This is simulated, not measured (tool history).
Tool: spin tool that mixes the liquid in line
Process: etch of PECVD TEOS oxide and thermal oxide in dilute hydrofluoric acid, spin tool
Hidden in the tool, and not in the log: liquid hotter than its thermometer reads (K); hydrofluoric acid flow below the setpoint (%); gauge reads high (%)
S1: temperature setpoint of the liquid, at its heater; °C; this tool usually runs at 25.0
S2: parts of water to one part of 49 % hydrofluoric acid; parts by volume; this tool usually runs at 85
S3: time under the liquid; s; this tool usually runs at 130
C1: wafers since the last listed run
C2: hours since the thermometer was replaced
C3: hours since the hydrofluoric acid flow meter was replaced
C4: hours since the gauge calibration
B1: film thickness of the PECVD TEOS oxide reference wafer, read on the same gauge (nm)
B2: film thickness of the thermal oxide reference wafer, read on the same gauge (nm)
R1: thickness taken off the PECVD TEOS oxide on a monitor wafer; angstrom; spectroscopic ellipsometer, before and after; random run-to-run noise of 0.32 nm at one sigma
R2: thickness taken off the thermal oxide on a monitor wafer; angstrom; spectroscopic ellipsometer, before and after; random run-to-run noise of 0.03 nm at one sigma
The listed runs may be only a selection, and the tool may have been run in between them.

| run | day | S1 | S2 | S3 | C1 | C2 | C3 | C4 | B1 | B2 | R1 | R2 |
|---|---|---|---|---|---|---|---|---|---|---|---|---|
| 1 | 0.000 | 25.0 | 85 | 130 | 0 | 1946.4 | 640.1 | 116.4 | 79.98 | 100.00 | 331.0 | 75.0 |
| 2 | 0.646 | 25.0 | 85 | 130 | 155 | 1961.9 | 655.6 | 131.9 | 80.01 | 100.02 | 328.9 | 74.2 |
| 3 | 1.346 | 25.0 | 85 | 130 | 168 | 1978.7 | 672.4 | 148.7 | 80.03 | 100.01 | 335.6 | 74.7 |
| 4 | 4.579 | 25.0 | 85 | 130 | 778 | 2056.3 | 750.0 | 226.3 | 79.98 | 100.02 | 321.7 | 73.8 |
| 5 | 5.196 | 25.0 | 85 | 130 | 148 | 2071.1 | 764.8 | 241.1 | 80.01 | 99.99 | 327.0 | 73.9 |
| 6 | 5.704 | 25.0 | 115 | 130 | 122 | 2083.3 | 777.0 | 253.3 | 80.02 | 99.99 | 231.2 | 52.7 |
| 7 | 6.612 | 25.0 | 115 | 130 | 218 | 2105.1 | 798.8 | 275.1 | 80.00 | 100.03 | 233.9 | 52.8 |
| 8 | 7.196 | 25.0 | 85 | 130 | 140 | 2119.1 | 812.8 | 289.1 | 79.99 | 100.02 | 332.1 | 74.1 |
|  | 7.608 | thermometer replaced |
| 9 | 8.604 | 28.5 | 70 | 160 | 329 | 23.9 | 846.6 | 322.9 | 80.02 | 100.00 | 567.9 | 129.4 |
|  | 9.792 | hydrofluoric acid flow meter replaced |
| 10 | 9.862 | 27.0 | 100 | 130 | 292 | 54.1 | 1.7 | 353.1 | 80.06 | 100.05 | 281.5 | 63.8 |
| 11 | 13.638 | 25.0 | 55 | 95 | 909 | 144.7 | 92.3 | 443.7 | 79.97 | 100.01 | 363.5 | 82.8 |
|  | 13.733 | gauge calibrated |
|  | 14.025 | hydrofluoric acid flow meter replaced, repeated, since the last time left the tool worse |
| 12 | 14.954 | 20.0 | 125 | 50 | 307 | 176.3 | 22.3 | 29.3 | 79.98 | 100.00 | 70.8 | 16.0 |
| 13 | 16.129 | 25.0 | 85 | 60 | 282 | 204.5 | 50.5 | 57.5 | 79.96 | 100.00 | 160.3 | 35.8 |
| 14 | 19.938 | 25.0 | 85 | 65 | 917 | 295.9 | 141.9 | 148.9 | 79.98 | 100.04 | 171.4 | 38.6 |
| 15 | 21.208 | 25.0 | 110 | 60 | 306 | 326.4 | 172.4 | 179.4 | 80.03 | 100.04 | 117.1 | 26.5 |

Predict each of these 3 candidate next runs independently; none follows another, all start after run 15:
| A | 21.229 | 25.0 | 85 | 130 | 5 | 326.9 | 172.9 | 179.9 | ? | ? | ? | ? |
| B | 21.229 | 23.0 | 100 | 130 | 5 | 326.9 | 172.9 | 179.9 | ? | ? | ? | ? |
| C | 21.229 | 25.0 | 65 | 130 | 5 | 326.9 | 172.9 | 179.9 | ? | ? | ? | ? |

| run | B1 | B2 | R1 | R2 |
|---|---|---|---|---|
| A | 79.97 | 100.00 | 339.4 | 76.9 |
| B | 79.97 | 100.00 | 261.4 | 59.3 |
| C | 79.97 | 100.00 | 455.9 | 103.3 |
Had the tool no hidden state, the same runs would have come out as:
| run | R1 | R2 |
|---|---|---|
| A | 348.8 | 79.1 |
| B | 268.7 | 60.9 |
| C | 468.2 | 106.1 |
